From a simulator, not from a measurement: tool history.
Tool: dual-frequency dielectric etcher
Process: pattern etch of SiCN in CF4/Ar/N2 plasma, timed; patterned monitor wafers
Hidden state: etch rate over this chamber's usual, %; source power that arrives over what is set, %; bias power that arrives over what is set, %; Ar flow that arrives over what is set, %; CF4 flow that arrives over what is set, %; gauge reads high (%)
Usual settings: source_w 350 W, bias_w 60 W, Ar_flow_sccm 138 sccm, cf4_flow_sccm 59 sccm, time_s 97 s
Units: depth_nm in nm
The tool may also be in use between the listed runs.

run,hour,source_w,bias_w,Ar_flow_sccm,cf4_flow_sccm,time_s,wafers since the last listed run,hours since the last wet clean,hours since the last source power generator calibration,hours since the last bias power generator calibration,hours since the last Ar flow controller change,hours since the last CF4 flow controller change,hours since the last upper electrode change,hours since the gauge calibration,"read-back reference wafer on the same gauge, depth_nm",depth_nm
1,0,350,60,138,65,97,0,418.9,44.1,1480,3405.8,76.4,3252.2,325.7,54.4,61.6
2,12.6,350,60,138,65,97,131,431.5,56.7,1492.6,3418.4,89,3264.8,338.3,54.5,62
3,40.8,350,60,138,59,97,293,459.7,84.9,1520.8,3446.6,117.2,3293,366.5,54.5,60.9
4,65.7,350,60,138,59,97,258,484.6,109.8,1545.7,3471.5,142.1,3317.9,391.4,54.5,60.7
# hour 124: wet clean of the chamber
5,124.5,430,51,138,59,97,361,0.5,168.6,1604.5,3530.3,200.9,3376.7,450.2,54.4,66.4
6,124.8,330,65,155,59,72.5,3,0.8,168.9,1604.8,3530.6,201.2,3377,450.5,54.4,42.2
# hour 141.7: bias power generator calibrated
7,156.2,350,60,138,59,97,284,32.2,200.3,14.5,3562,232.6,3408.4,481.9,54.5,60.2
# hour 178.8: Ar flow controller replaced
8,183.5,350,60,138,59,97,221,59.5,227.6,41.8,4.7,259.9,3435.7,509.2,54.5,60.3
9,197.6,270,60,105,50,104.5,146,73.6,241.7,55.9,18.8,274,3449.8,523.3,54.5,51.8
10,210.5,330,60,138,59,97,134,86.5,254.6,68.8,31.7,286.9,3462.7,536.2,54.5,57.1
# hour 218.6: gauge calibrated
11,228.3,410,60,138,46,97,185,104.3,272.4,86.6,49.5,304.7,3480.5,9.7,54.4,66
12,243.7,350,60,138,59,97,160,119.7,287.8,102,64.9,320.1,3495.9,25.1,54.5,60.1
13,263.6,350,60,152,71,97,206,139.6,307.7,121.9,84.8,340,3515.8,45,54.5,62
# hour 299.4: upper electrode replaced
14,299.9,350,60,138,59,97,127,175.9,344,158.2,121.1,376.3,0.5,81.3,54.5,60.6
15,314.3,390,65,158,71,97,149,190.3,358.4,172.6,135.5,390.7,14.9,95.7,54.6,70
16,326.8,350,60,164,59,106.5,130,202.8,370.9,185.1,148,403.2,27.4,108.2,54.5,64.8
17,349.3,350,60,138,49,125.5,234,225.3,393.4,207.6,170.5,425.7,49.9,130.7,54.5,75.8
18,375.9,350,52,138,51,97,276,251.9,420,234.2,197.1,452.3,76.5,157.3,54.5,55.4
19,399.4,350,52,138,71,97,244,275.4,443.5,257.7,220.6,475.8,100,180.8,54.5,59.3
20,432.1,350,60,138,59,97,340,308.1,476.2,290.4,253.3,508.5,132.7,213.5,54.5,60.7
21,459.3,390,46,138,59,122,282,335.3,503.4,317.6,280.5,535.7,159.9,240.7,54.6,75.8
22,483.6,310,54,138,59,80,252,359.6,527.7,341.9,304.8,560,184.2,265,54.6,43.2

3 ways to go on from here, each from the tool as it stands after run 22. What would each give?
A,484,350,60,138,59,97,4,360,528.1,342.3,305.2,560.4,184.6,265.4,?,?
B,484,300,47,138,59,110.5,4,360,528.1,342.3,305.2,560.4,184.6,265.4,?,?
C,484,300,47,138,59,97,4,360,528.1,342.3,305.2,560.4,184.6,265.4,?,?

run,"read-back reference wafer on the same gauge, depth_nm",depth_nm
A,54.6,61.1
B,54.6,54.4
C,54.6,47.8
Without the tool's hidden state the same runs would have given:
run,depth_nm
A,60
B,53.4
C,46.9

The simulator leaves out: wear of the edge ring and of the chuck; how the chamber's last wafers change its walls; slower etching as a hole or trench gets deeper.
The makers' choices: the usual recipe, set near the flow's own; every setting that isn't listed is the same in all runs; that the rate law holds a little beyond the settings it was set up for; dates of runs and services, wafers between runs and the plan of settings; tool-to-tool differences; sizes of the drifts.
